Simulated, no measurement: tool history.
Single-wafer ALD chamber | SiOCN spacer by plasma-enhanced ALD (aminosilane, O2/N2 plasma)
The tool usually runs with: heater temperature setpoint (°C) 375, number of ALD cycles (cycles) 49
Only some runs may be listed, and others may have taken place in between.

run	hour	heater temperature setpoint (°C)	number of ALD cycles (cycles)	wafers since the last listed run	hours since the last thermocouple change	hours since the gauge calibration	read-back reference wafer on the same gauge, thickness_nm	mean film thickness on the monitor wafer (angstrom)
1	0.0	383	54	0	630.1	327.3	2.552	30.43
2	60.0	383	54	262	690.1	387.3	2.548	30.17
3	141.4	383	54	355	771.5	468.7	2.545	30.34
# hour 166.1: thermocouple changed; heater temperature recalibrated
4	231.8	375	56	359	65.7	559.1	2.538	31.41
5	279.8	375	56	209	113.7	607.1	2.534	31.26
6	366.3	365	49	377	200.2	693.6	2.530	27.29
7	439.5	365	49	319	273.4	766.8	2.525	27.16
8	523.5	365	49	366	357.4	850.8	2.519	27.25
9	596.9	375	49	320	430.8	924.2	2.517	27.23
# hour 632.7: gauge calibrated
10	666.1	375	49	302	500.0	33.4	2.570	27.70
11	759.1	375	49	406	593.0	126.4	2.564	27.66
12	835.1	375	49	332	669.0	202.4	2.559	27.49
13	900.9	375	47	287	734.8	268.2	2.557	26.57
14	976.9	375	49	332	810.8	344.2	2.550	27.42
15	1017.2	385	56	176	851.1	384.5	2.547	31.26
16	1057.4	362	59	175	891.3	424.7	2.544	32.99

Forecast run 17:
# hour 1084.5: thermocouple changed; heater temperature recalibrated
17	1122.2	385	46	248	37.7	489.5	?	?

{"run 17": {"read-back reference wafer on the same gauge, thickness_nm": 2.542, "mean film thickness on the monitor wafer (angstrom)": 25.75}}
Had the tool carried no hidden state, the very same run would have given mean film thickness on the monitor wafer (angstrom) 26.04.
